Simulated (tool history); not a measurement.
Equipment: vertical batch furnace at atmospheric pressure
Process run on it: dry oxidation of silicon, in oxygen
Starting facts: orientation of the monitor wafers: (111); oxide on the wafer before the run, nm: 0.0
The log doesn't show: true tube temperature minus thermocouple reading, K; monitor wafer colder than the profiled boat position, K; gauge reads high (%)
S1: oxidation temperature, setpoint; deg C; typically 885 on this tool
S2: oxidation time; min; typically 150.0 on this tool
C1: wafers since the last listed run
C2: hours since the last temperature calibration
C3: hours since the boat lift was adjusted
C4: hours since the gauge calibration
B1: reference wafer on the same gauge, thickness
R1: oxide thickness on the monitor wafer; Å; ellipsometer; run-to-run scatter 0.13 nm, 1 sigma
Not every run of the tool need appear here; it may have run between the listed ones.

run,hour,S1,S2,C1,C2,C3,C4,B1,R1
1,0.0,885,150.0,0,2140.0,3349.2,1245.7,39.25,469.4
2,33.4,885,150.0,339,2173.4,3382.6,1279.1,39.30,468.0
3,57.6,885,150.0,246,2197.6,3406.8,1303.3,39.28,469.6
4,86.6,885,150.0,294,2226.6,3435.8,1332.3,39.28,468.2
5,115.7,885,150.0,295,2255.7,3464.9,1361.4,39.28,468.1
6,148.4,885,150.0,332,2288.4,3497.6,1394.1,39.29,467.6
7,167.0,885,150.0,189,2307.0,3516.2,1412.7,39.26,467.3
8,194.6,885,150.0,280,2334.6,3543.8,1440.3,39.28,467.8
9,215.6,885,150.0,213,2355.6,3564.8,1461.3,39.25,465.3
10,233.6,885,150.0,182,2373.6,3582.8,1479.3,39.29,469.0
11,260.4,885,150.0,272,2400.4,3609.6,1506.1,39.29,470.1
12,275.6,885,150.0,154,2415.6,3624.8,1521.3,39.26,467.4
# hour 283.7: gauge calibrated
13,301.0,885,150.0,258,2441.0,3650.2,17.3,39.93,475.2
14,336.1,885,150.0,356,2476.1,3685.3,52.4,39.85,478.3
# hour 370.8: thermocouples replaced and temperature profile calibrated
# hour 431.3: boat lift adjusted
15,436.6,885,150.0,533,65.8,5.3,152.9,39.72,475.6
16,469.0,885,150.0,329,98.2,37.7,185.3,39.73,475.6
17,493.9,869,150.0,253,123.1,62.6,210.2,39.64,399.3
18,507.7,885,150.0,140,136.9,76.4,224.0,39.64,470.9
19,524.8,903,182.0,173,154.0,93.5,241.1,39.65,650.9
20,543.5,898,203.0,190,172.7,112.2,259.8,39.64,667.0
21,572.5,899,150.0,294,201.7,141.2,288.8,39.64,543.4
22,595.1,868,150.0,229,224.3,163.8,311.4,39.59,394.4
23,625.8,885,150.0,312,255.0,194.5,342.1,39.58,469.0
24,658.9,885,180.5,336,288.1,227.6,375.2,39.56,536.2
25,677.8,885,150.0,192,307.0,246.5,394.1,39.53,473.7
26,748.6,885,103.5,719,377.8,317.3,464.9,39.49,364.7
27,761.2,900,202.0,128,390.4,329.9,477.5,39.48,673.9
28,777.1,872,199.5,161,406.3,345.8,493.4,39.44,500.3
29,795.7,902,115.0,189,424.9,364.4,512.0,39.49,465.2
30,815.1,900,150.0,197,444.3,383.8,531.4,39.47,552.2
31,845.7,900,101.0,311,474.9,414.4,562.0,39.42,415.7
32,860.0,885,150.0,145,489.2,428.7,576.3,39.43,470.3
33,887.9,885,150.0,283,517.1,456.6,604.2,39.45,471.2
34,909.5,885,150.0,219,538.7,478.2,625.8,39.40,470.3
35,944.4,864,105.0,354,573.6,513.1,660.7,39.41,291.6
36,967.4,901,150.0,233,596.6,536.1,683.7,39.37,553.3
37,995.5,906,203.0,285,624.7,564.2,711.8,39.38,719.5
38,1008.3,885,114.0,130,637.5,577.0,724.6,39.38,387.5
39,1032.2,872,87.0,242,661.4,600.9,748.5,39.36,280.9

Run-by-run hidden state of the tool:
true tube temperature minus thermocouple reading, K: 0 at every run
monitor wafer colder than the profiled boat position, K: 0 at every run
H1: gauge reads high (%)
run,H1
1,-1.55
2,-1.55
3,-1.56
4,-1.57
5,-1.57
6,-1.58
7,-1.58
8,-1.59
9,-1.59
10,-1.59
11,-1.6
12,-1.6
13,0.00128
14,-0.119
15,-0.419
16,-0.502
17,-0.562
18,-0.595
19,-0.633
20,-0.674
21,-0.733
22,-0.777
23,-0.834
24,-0.891
25,-0.921
26,-1.03
27,-1.04
28,-1.06
29,-1.09
30,-1.11
31,-1.15
32,-1.16
33,-1.19
34,-1.21
35,-1.25
36,-1.27
37,-1.29
38,-1.3
39,-1.32

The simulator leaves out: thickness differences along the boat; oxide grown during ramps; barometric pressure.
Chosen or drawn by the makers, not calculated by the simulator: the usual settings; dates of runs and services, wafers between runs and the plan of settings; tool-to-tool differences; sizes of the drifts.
